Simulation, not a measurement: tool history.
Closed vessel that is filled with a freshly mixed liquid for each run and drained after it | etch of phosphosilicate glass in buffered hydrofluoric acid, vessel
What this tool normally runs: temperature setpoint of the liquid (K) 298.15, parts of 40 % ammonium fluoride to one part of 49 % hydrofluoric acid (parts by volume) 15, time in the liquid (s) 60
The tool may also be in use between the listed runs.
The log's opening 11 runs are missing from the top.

run,hour,temperature setpoint of the liquid (K),parts of 40 % ammonium fluoride to one part of 49 % hydrofluoric acid (parts by volume),time in the liquid (s),"read-back film thickness of the phosphosilicate glass reference wafer, read on the same gauge (nm)",thickness taken off the phosphosilicate glass on a monitor wafer (angstrom)
12,104.8,301.15,15,60,100.02,2152.1
13,124.8,293.15,15,45,99.98,1029.6
14,140.9,300.65,15,40,100.01,1391
15,150.4,296.15,12,40,99.98,1358
16,165.1,302.15,10,60,100.01,3346.8
# hour 170.1: hydrofluoric acid flow meter replaced
17,179.9,294.15,13.5,30,100,803
18,194.9,298.15,15,60,100,1815.1
# hour 208.4: gauge calibrated
19,209.5,302.15,11.5,30,100.03,1465.5
20,220.9,298.15,15,60,99.98,1834.1
21,229.4,300.15,17,60,99.99,1782.7
# hour 244.5: thermometer replaced
22,261.9,295.65,12,60,100.02,1908
23,275,293.65,15,60,100.01,1355.3
24,284.8,293.65,15,80,100.03,1821.1
25,292.1,298.15,12,60,100.02,2184
26,305.1,298.15,15,60,99.99,1735.7
27,315.6,294.15,15,50,99.98,1171.7
28,328.2,302.15,10,60,100.02,3238.4
29,343.7,302.65,9.5,60,100.02,3391.4
30,360.1,298.15,15,35,99.98,1028.5
31,396.1,298.15,15,60,100.03,1759.3
32,436.5,302.15,19,90,100.02,2569.9

Branching from run 32: 4 alternative next runs. What would each branch give?
A,437.2,298.15,15,80,?,?
B,437.2,301.15,15,85,?,?
C,437.2,294.65,12.5,30,?,?
D,437.2,298.15,16.5,60,?,?

run,"read-back film thickness of the phosphosilicate glass reference wafer, read on the same gauge (nm)",thickness taken off the phosphosilicate glass on a monitor wafer (angstrom)
A,100,2340.7
B,100,2921.2
C,100,866.6
D,100,1598.5
Without the tool's unlogged condition, the same runs would have read:
run,thickness taken off the phosphosilicate glass on a monitor wafer (angstrom)
A,2300.4
B,2871.9
C,851.3
D,1571
